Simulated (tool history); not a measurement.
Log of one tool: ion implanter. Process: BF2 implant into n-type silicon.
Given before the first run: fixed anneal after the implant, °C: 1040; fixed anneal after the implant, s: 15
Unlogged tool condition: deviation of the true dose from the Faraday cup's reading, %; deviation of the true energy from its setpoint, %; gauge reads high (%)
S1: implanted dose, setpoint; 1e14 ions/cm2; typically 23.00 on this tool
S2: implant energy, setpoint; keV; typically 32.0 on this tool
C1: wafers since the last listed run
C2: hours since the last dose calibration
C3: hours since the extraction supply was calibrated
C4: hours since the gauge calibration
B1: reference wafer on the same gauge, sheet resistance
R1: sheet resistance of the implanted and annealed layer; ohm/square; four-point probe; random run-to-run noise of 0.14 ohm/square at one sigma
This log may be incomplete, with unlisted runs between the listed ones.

run     day     S1    S2    C1      C2      C3      C4     B1      R1
  1   0.000  21.08  24.0     0  1930.4  2511.2   553.6  80.99  103.79
  2   0.679  21.08  24.0   258  1946.7  2527.5   569.9  81.00  104.12
  3   1.975  19.54  37.0   493  1977.8  2558.6   601.0  80.99   87.35
  4   2.558  23.00  32.0   222  1991.8  2572.6   615.0  80.97   91.31
  5   3.112  23.00  32.0   210  2005.1  2585.9   628.3  80.99   91.12
  6   4.542  23.00  32.0   544  2039.4  2620.2   662.6  80.97   91.27
  7   5.729  23.00  32.0   452  2067.9  2648.7   691.1  81.00   91.21
  8   6.700  23.00  32.0   369  2091.2  2672.0   714.4  80.98   91.24
  9   7.700  23.00  32.0   380  2115.2  2696.0   738.4  80.99   91.16
 10   9.096  23.00  32.0   531  2148.7  2729.5   771.9  81.00   91.20
 11   9.750  23.00  32.0   249  2164.4  2745.2   787.6  81.03   91.41
 12  11.096  24.98  32.0   512  2196.7  2777.5   819.9  81.00   90.53
 13  11.854  23.00  28.5   288  2214.9  2795.7   838.1  80.99   95.76
 14  12.783  23.00  32.0   353  2237.2  2818.0   860.4  81.00   91.14
 15  13.683  23.00  32.0   342  2258.8  2839.6   882.0  81.00   91.27
 16  14.917  23.00  32.0   469  2288.4  2869.2   911.6  81.02   91.31
 17  16.258  23.00  32.0   510  2320.6  2901.4   943.8  81.02   91.25
 18  17.308  23.00  32.0   399  2345.8  2926.6   969.0  81.01   91.15
 19  18.388  23.00  32.0   410  2371.7  2952.5   994.9  80.99   91.06
     19.042  -- Faraday cup replaced and dose calibrated
 20  19.504  17.52  32.0   298    11.1  2979.3  1021.7  80.96   95.11
 21  20.658  18.63  26.0   439    38.8  3007.0  1049.4  81.01  102.24
 22  21.954  23.00  32.0   493    69.9  3038.1  1080.5  81.04   91.39
     23.529  -- extraction supply calibrated
 23  23.550  26.83  22.5   480   108.2     0.5  1118.8  80.99  103.65
 24  26.221  17.88  41.5  1016   172.3    64.6  1182.9  81.01   84.45
 25  26.858  28.60  28.0   242   187.6    79.9  1198.2  81.02   93.99
 26  27.467  27.55  43.0   231   202.2    94.5  1212.8  80.99   76.75
 27  28.742  16.71  36.0   485   232.8   125.1  1243.4  81.02   90.84
 28  29.475  19.54  22.5   279   250.4   142.7  1261.0  80.98  106.69
     30.721  -- gauge calibrated
 29  30.950  25.05  24.0   561   285.8   178.1     5.5  80.98  101.31
     31.633  -- extraction supply calibrated, repeated, since the last time left the tool worse
 30  32.100  19.93  42.5   310   313.4    11.2    33.1  81.01   83.03
 31  33.250  23.00  32.0   437   341.0    38.8    60.7  80.99   92.08
 32  33.946  17.15  32.0   264   357.7    55.5    77.4  80.95   96.45
 33  35.188  17.17  35.0   472   387.5    85.3   107.2  80.97   93.11
 34  38.371  26.32  36.0  1212   463.9   161.7   183.6  81.01   86.36
 35  39.225  23.00  32.0   325   484.4   182.2   204.1  81.04   92.41
 36  40.288  26.30  23.0   404   509.9   207.7   229.6  80.98  104.83
 37  41.129  23.00  32.0   320   530.1   227.9   249.8  81.00   92.02
 38  42.525  23.00  38.5   531   563.6   261.4   283.3  80.99   84.67

Give the tool's hidden conditions for every run:
deviation of the true dose from the Faraday cup's reading, %: 0 on each run
gauge reads high (%): 0 on each run
H1: deviation of the true energy from its setpoint, %
run        H1
  1      2.67
  2      2.67
  3      2.68
  4      2.68
  5      2.68
  6      2.69
  7      2.69
  8      2.69
  9       2.7
 10       2.7
 11       2.7
 12      2.71
 13      2.71
 14      2.71
 15      2.72
 16      2.72
 17      2.72
 18      2.73
 19      2.73
 20      2.73
 21      2.73
 22      2.74
 23      4.71
 24      4.88
 25      4.93
 26      4.96
 27      5.04
 28      5.08
 29      5.17
 30    -0.125
 31   -0.0481
 32  -0.00259
 33    0.0765
 34     0.268
 35     0.316
 36     0.375
 37      0.42
 38     0.494
